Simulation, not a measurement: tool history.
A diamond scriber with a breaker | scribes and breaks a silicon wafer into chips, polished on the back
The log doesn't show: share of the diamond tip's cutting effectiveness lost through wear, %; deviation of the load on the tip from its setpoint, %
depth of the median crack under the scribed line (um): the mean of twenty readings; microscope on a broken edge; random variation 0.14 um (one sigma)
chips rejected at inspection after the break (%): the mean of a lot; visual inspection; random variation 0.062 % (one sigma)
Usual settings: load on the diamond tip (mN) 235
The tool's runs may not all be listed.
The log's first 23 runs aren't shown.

| run | hour | load on the diamond tip (mN) | wafers since the last listed run | hours since the diamond tip was replaced | hours since the load on the tip was calibrated | incoming depth of the damage left on the back of the incoming wafer, um | depth of the median crack under the scribed line (um) | chips rejected at inspection after the break (%) |
|---|---|---|---|---|---|---|---|---|
| 24 | 670.7 | 235 | 87 | 323.6 | 813.3 | 0.02 | 9.67 | 1.32 |
| 25 | 696.6 | 175 | 79 | 349.5 | 839.2 | 0.01 | 8.16 | 9.52 |
| 26 | 715.1 | 195 | 56 | 368 | 857.7 | 0.02 | 8.67 | 5.72 |
|  | 809.3 | load on the tip recalibrated |
| 27 | 816.1 | 199 | 303 | 469 | 6.8 | 0.03 | 8.5 | 5.79 |
| 28 | 924 | 301 | 331 | 576.9 | 114.7 | 0.04 | 10.68 | 2.76 |
| 29 | 939 | 184 | 46 | 591.9 | 129.7 | 0.01 | 8.09 | 10.48 |
| 30 | 963.8 | 269 | 76 | 616.7 | 154.5 | 0.04 | 10 | 1.31 |
| 31 | 980.2 | 235 | 50 | 633.1 | 170.9 | 0.02 | 9.4 | 2.42 |
| 32 | 1015.3 | 235 | 107 | 668.2 | 206 | 0.01 | 9.28 | 2.89 |
| 33 | 1033 | 175 | 54 | 685.9 | 223.7 | 0.03 | 7.58 | 15.21 |
| 34 | 1051.6 | 235 | 57 | 704.5 | 242.3 | 0.04 | 9.02 | 3.02 |
| 35 | 1085 | 235 | 102 | 737.9 | 275.7 | 0.02 | 8.88 | 3.68 |
| 36 | 1109.7 | 213 | 75 | 762.6 | 300.4 | 0.04 | 8.21 | 7.55 |
| 37 | 1132.8 | 201 | 70 | 785.7 | 323.5 | 0.03 | 7.9 | 10.38 |
| 38 | 1148.2 | 280 | 47 | 801.1 | 338.9 | 0.01 | 9.65 | 1.36 |
| 39 | 1181 | 275 | 100 | 833.9 | 371.7 | 0.03 | 9.58 | 1.51 |
| 40 | 1200.6 | 270 | 60 | 853.5 | 391.3 | 0.03 | 9.15 | 1.9 |
| 41 | 1235.3 | 266 | 106 | 888.2 | 426 | 0.04 | 9.28 | 2.43 |

Forecast each of these 5 alternatives for the next run:
| A | 1235.8 | 235 | 1 | 888.7 | 426.5 | 0.04 | ? | ? |
| B | 1235.8 | 259 | 1 | 888.7 | 426.5 | 0.04 | ? | ? |
| C | 1235.8 | 188 | 1 | 888.7 | 426.5 | 0.04 | ? | ? |
| D | 1235.8 | 290 | 1 | 888.7 | 426.5 | 0.04 | ? | ? |
| E | 1235.8 | 278 | 1 | 888.7 | 426.5 | 0.04 | ? | ? |

| run | depth of the median crack under the scribed line (um) | chips rejected at inspection after the break (%) |
|---|---|---|
| A | 8.48 | 6.3 |
| B | 8.99 | 3.19 |
| C | 7.45 | 17.74 |
| D | 9.62 | 1.4 |
| E | 9.38 | 1.83 |
Without the tool's hidden state the same runs would have given:
| run | depth of the median crack under the scribed line (um) | chips rejected at inspection after the break (%) |
|---|---|---|
| A | 9.84 | 1.28 |
| B | 10.43 | 2.06 |
| C | 8.64 | 5.17 |
| D | 11.17 | 4.91 |
| E | 10.88 | 3.61 |
